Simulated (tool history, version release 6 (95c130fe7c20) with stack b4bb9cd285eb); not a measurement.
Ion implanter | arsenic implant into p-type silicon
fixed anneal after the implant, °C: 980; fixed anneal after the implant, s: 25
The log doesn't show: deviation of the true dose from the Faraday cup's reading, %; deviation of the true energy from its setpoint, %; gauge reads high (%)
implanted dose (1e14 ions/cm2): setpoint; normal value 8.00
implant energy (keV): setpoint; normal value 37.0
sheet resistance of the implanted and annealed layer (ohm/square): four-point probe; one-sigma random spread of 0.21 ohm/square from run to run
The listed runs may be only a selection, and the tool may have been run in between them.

run	hour	implanted dose (1e14 ions/cm2)	implant energy (keV)	wafers since the last listed run	hours since the last dose calibration	hours since the extraction supply was calibrated	hours since the gauge calibration	read-back reference wafer on the same gauge, sheet resistance	sheet resistance of the implanted and annealed layer (ohm/square)
1	0.0	9.17	37.0	0	284.4	3577.5	1056.1	165.02	128.56
2	88.0	8.00	37.0	1628	372.4	3665.5	1144.1	165.01	141.56
3	140.6	8.00	37.0	973	425.0	3718.1	1196.7	165.03	141.58
4	216.7	8.00	37.0	1408	501.1	3794.2	1272.8	164.95	141.70
5	307.9	8.00	37.0	1687	592.3	3885.4	1364.0	164.99	141.46
6	380.3	8.00	28.0	1339	664.7	3957.8	1436.4	164.99	151.38
7	416.6	8.00	28.0	671	701.0	3994.1	1472.7	164.99	151.02
8	488.5	8.00	28.0	1330	772.9	4066.0	1544.6	165.05	151.26
9	716.0	8.00	27.5	4209	1000.4	4293.5	1772.1	164.97	151.85
10	799.0	8.00	37.0	1535	1083.4	4376.5	1855.1	165.08	142.28
11	849.8	8.00	37.0	940	1134.2	4427.3	1905.9	164.97	142.20
12	912.3	8.00	37.0	1156	1196.7	4489.8	1968.4	165.07	141.87
13	998.9	8.00	37.0	1602	1283.3	4576.4	2055.0	164.99	142.11
# hour 1008.9: extraction supply calibrated
14	1050.5	9.64	31.5	806	1334.9	41.6	2106.6	165.06	130.33
# hour 1109.1: Faraday cup replaced and dose calibrated
15	1129.9	10.29	37.0	1321	20.8	121.0	2186.0	164.92	118.96
16	1169.8	8.00	24.5	738	60.7	160.9	2225.9	164.99	155.53
# hour 1228.1: gauge calibrated
17	1275.5	6.07	31.0	1955	166.4	266.6	47.4	164.99	179.22
18	1322.6	10.01	29.5	871	213.5	313.7	94.5	164.99	129.25
19	1402.2	8.00	37.0	1472	293.1	393.3	174.1	165.01	141.14
20	1471.5	7.21	31.0	1282	362.4	462.6	243.4	165.01	158.35
21	1558.2	9.67	25.5	1604	449.1	549.3	330.1	164.99	137.61
22	1594.6	10.01	29.5	673	485.5	585.7	366.5	165.01	129.38
23	1645.0	8.00	40.5	932	535.9	636.1	416.9	164.99	138.80
24	1688.0	6.14	26.5	795	578.9	679.1	459.9	164.96	183.29
25	1769.7	6.31	46.0	1511	660.6	760.8	541.6	164.96	163.16
26	1848.1	8.00	37.0	1450	739.0	839.2	620.0	165.06	141.34

Alternative continuations, all from the tool just after run 26; predict every row:
A	1848.5	8.00	44.0	7	739.4	839.6	620.4	?	?
B	1848.5	6.53	47.5	7	739.4	839.6	620.4	?	?
C	1848.5	9.45	37.0	7	739.4	839.6	620.4	?	?
D	1848.5	6.12	29.5	7	739.4	839.6	620.4	?	?

run	read-back reference wafer on the same gauge, sheet resistance	sheet resistance of the implanted and annealed layer (ohm/square)
A	165.02	136.98
B	165.02	158.25
C	165.02	126.19
D	165.02	180.39
Take away the tool's hidden state, keep each run's random variation, and the runs would have read:
run	sheet resistance of the implanted and annealed layer (ohm/square)
A	136.52
B	157.70
C	125.82
D	179.81
